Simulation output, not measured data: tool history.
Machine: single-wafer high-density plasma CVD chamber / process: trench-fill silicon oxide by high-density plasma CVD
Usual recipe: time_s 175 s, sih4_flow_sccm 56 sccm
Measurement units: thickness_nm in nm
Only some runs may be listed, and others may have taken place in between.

run   hour  time_s  sih4_flow_sccm  read-back reference wafer on the same gauge, thickness_nm  thickness_nm
  1      0     175              56                                                    878.895       926.139
  2   14.5     175              56                                                    878.716       928.376
  3   49.6     196              64                                                    878.909      1136.599
  4   56.3     196              64                                                    879.458      1138.384
  5   63.1     175              56                                                    879.052       927.226
  6   80.3     175              56                                                    879.065       926.359
  7   89.6     175              56                                                    879.342       921.828
  8  100.2     175              62                                                    879.084       995.343
  9  110.6     175              62                                                    878.816       991.347
 10  116.9     175              62                                                    878.595       992.637
 11  130.3     196              56                                                    879.042      1033.626
 12  143.9     196              56                                                    879.035      1034.784
 13  153.6     196              56                                                     878.81      1037.464
 14    162     175              56                                                    879.175       922.117
 15  179.2     175              56                                                    878.831       923.807
 16  192.6     175              53                                                    878.934       889.874
     213.5  -- silane flow controller replaced
 17  233.7     175              53                                                    879.194       933.786
 18  242.1     175              53                                                    878.708        932.64
 19  257.3     199              56                                                    879.223      1097.247
 20  270.3     175              56                                                    879.222       967.969
 21  278.5     190              56                                                     879.12      1052.396
 22    285     192              50                                                    879.336       983.179
 23  292.6     187              52                                                    879.278       984.132
     321.8  -- gauge calibrated
 24  327.5     175              56                                                    878.811       967.909

For run 25, what comes out?
 25  336.9     161              48                                                          ?             ?

Run 25 gave read-back reference wafer on the same gauge, thickness_nm 879.008, thickness_nm 801.406 nm.
The same run, on a tool lacking any hidden state, would have yielded thickness_nm 797.146 nm.
